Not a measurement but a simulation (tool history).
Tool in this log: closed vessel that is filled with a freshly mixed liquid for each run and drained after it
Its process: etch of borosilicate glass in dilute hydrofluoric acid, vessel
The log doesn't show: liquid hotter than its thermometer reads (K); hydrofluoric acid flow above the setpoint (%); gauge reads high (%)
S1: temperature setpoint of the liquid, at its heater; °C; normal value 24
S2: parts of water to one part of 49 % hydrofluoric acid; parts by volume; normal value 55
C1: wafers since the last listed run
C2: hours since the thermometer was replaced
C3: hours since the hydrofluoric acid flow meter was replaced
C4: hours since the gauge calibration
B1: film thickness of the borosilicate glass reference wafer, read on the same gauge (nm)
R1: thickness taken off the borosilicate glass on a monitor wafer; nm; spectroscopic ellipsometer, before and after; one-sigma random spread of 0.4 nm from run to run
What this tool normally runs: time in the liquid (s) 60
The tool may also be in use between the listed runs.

Run 1, hour 0: usual settings; C1 0; C2 327.6; C3 1498.5; C4 856.5; B1 100.01. Result: R1 45.58 nm.
At hour 38.8: gauge calibrated.
Run 2, hour 61: usual settings; C1 7943; C2 388.6; C3 1559.5; C4 22.2; B1 100.04. Result: R1 44.95 nm.
Run 3, hour 87: usual settings but S1 20.5 °C; C1 3385; C2 414.6; C3 1585.5; C4 48.2; B1 99.97. Result: R1 38.83 nm.
Run 4, hour 139.3: usual settings but S1 20.5 °C; C1 6810; C2 466.9; C3 1637.8; C4 100.5; B1 99.99. Result: R1 39.58 nm.
Run 5, hour 205.7: usual settings but S1 20.5 °C; C1 8646; C2 533.3; C3 1704.2; C4 166.9; B1 99.98. Result: R1 39.07 nm.
Run 6, hour 244.8: usual settings but S1 22 °C; C1 5091; C2 572.4; C3 1743.3; C4 206; B1 99.99. Result: R1 42.19 nm.
Run 7, hour 284.8: usual settings but S1 22 °C; C1 5208; C2 612.4; C3 1783.3; C4 246; B1 100.01. Result: R1 41.82 nm.
Run 8, hour 351.1: usual settings; C1 8633; C2 678.7; C3 1849.6; C4 312.3; B1 100.06. Result: R1 45.46 nm.
Run 9, hour 384: usual settings; C1 4284; C2 711.6; C3 1882.5; C4 345.2; B1 99.97. Result: R1 46.72 nm.
At hour 398: thermometer replaced.
Run 10, hour 448.8: usual settings; C1 8308; C2 50.8; C3 1947.3; C4 410; B1 100.03. Result: R1 46.04 nm.
At hour 509.5: hydrofluoric acid flow meter replaced.
Run 11, hour 589.6: usual settings; C1 18205; C2 191.6; C3 80.1; C4 550.8; B1 99.99. Result: R1 41.32 nm.
Run 12, hour 617.7: usual settings; C1 3659; C2 219.7; C3 108.2; C4 578.9; B1 99.98. Result: R1 41.34 nm.
Run 13, hour 646.2: usual settings; C1 3711; C2 248.2; C3 136.7; C4 607.4; B1 100.02. Result: R1 41.18 nm.
Run 14, hour 779.7: usual settings; C1 17384; C2 381.7; C3 270.2; C4 740.9; B1 100.01. Result: R1 41.96 nm.
Run 15, hour 828.9: usual settings but S1 25.5 °C; C1 6407; C2 430.9; C3 319.4; C4 790.1; B1 100.01. Result: R1 44.87 nm.
Run 16, hour 877.2: usual settings but S1 28.5 °C, S2 35 parts by volume; C1 6289; C2 479.2; C3 367.7; C4 838.4; B1 99.99. Result: R1 80.41 nm.
Run 17, hour 940: usual settings but S1 19.5 °C, time in the liquid (s) 50; C1 8178; C2 542; C3 430.5; C4 901.2; B1 100. Result: R1 29.41 nm.
Run 18, hour 986: usual settings but S1 29 °C, S2 75 parts by volume, time in the liquid (s) 35; C1 5990; C2 588; C3 476.5; C4 947.2; B1 100.01. Result: R1 21.67 nm.
At hour 1024.9: gauge calibrated.
Run 19, hour 1049.4: usual settings but S2 75 parts by volume, time in the liquid (s) 85; C1 8256; C2 651.4; C3 539.9; C4 24.5; B1 100.01. Result: R1 42.54 nm.
Run 20, hour 1088.1: usual settings; C1 5039; C2 690.1; C3 578.6; C4 63.2; B1 99.98. Result: R1 42.26 nm.
At hour 1128.7: thermometer replaced.
Run 21, hour 1143.8: usual settings but S1 28 °C, S2 65 parts by volume, time in the liquid (s) 35; C1 7123; C2 15.1; C3 634.3; C4 118.9; B1 99.99. Result: R1 24.54 nm.
Run 22, hour 1179.8: usual settings; C1 4688; C2 51.1; C3 670.3; C4 154.9; B1 99.98. Result: R1 42.24 nm.
Run 23, hour 1205.2: usual settings but S1 25.5 °C, S2 45 parts by volume; C1 3307; C2 76.5; C3 695.7; C4 180.3; B1 99.99. Result: R1 56.83 nm.
Run 24, hour 1244.5: usual settings but S1 25.5 °C, S2 70 parts by volume, time in the liquid (s) 30; C1 5117; C2 115.8; C3 735; C4 219.6; B1 100.01. Result: R1 17.85 nm.
Run 25, hour 1289.1: usual settings but S1 28 °C; C1 5808; C2 160.4; C3 779.6; C4 264.2; B1 100.02. Result: R1 50.97 nm.
Run 26, hour 1326.4: usual settings but S2 70 parts by volume; C1 4857; C2 197.7; C3 816.9; C4 301.5; B1 100.06. Result: R1 32.89 nm.
Run 27, hour 1350.8: usual settings; C1 3177; C2 222.1; C3 841.3; C4 325.9; B1 100.01. Result: R1 43.06 nm.
Run 28, hour 1386.6: usual settings but S1 25.5 °C, S2 80 parts by volume, time in the liquid (s) 75; C1 4662; C2 257.9; C3 877.1; C4 361.7; B1 99.99. Result: R1 38.52 nm.
Run 29, hour 1438.1: usual settings but S1 22.5 °C; C1 6706; C2 309.4; C3 928.6; C4 413.2; B1 99.99. Result: R1 40.73 nm.
Run 30, hour 1484.4: usual settings but S1 28 °C, S2 75 parts by volume; C1 6029; C2 355.7; C3 974.9; C4 459.5; B1 100.05. Result: R1 36.46 nm.
Run 31, hour 1511.3: usual settings but S1 21 °C, S2 45 parts by volume, time in the liquid (s) 80; C1 3503; C2 382.6; C3 1001.8; C4 486.4; B1 99.98. Result: R1 63.38 nm.

Run-by-run hidden state of the tool:
liquid hotter than its thermometer reads (K): 0, the same for each run
gauge reads high (%): 0, the same for each run
H1: hydrofluoric acid flow above the setpoint (%)
run     H1
  1   9.12
  2   9.47
  3   9.62
  4   9.93
  5   10.3
  6   10.5
  7   10.8
  8   11.1
  9   11.3
 10   11.7
 11  0.489
 12  0.651
 13  0.815
 14   1.58
 15   1.87
 16   2.15
 17   2.51
 18   2.77
 19   3.14
 20   3.36
 21   3.68
 22   3.89
 23   4.03
 24   4.26
 25   4.52
 26   4.73
 27   4.87
 28   5.08
 29   5.37
 30   5.64
 31    5.8
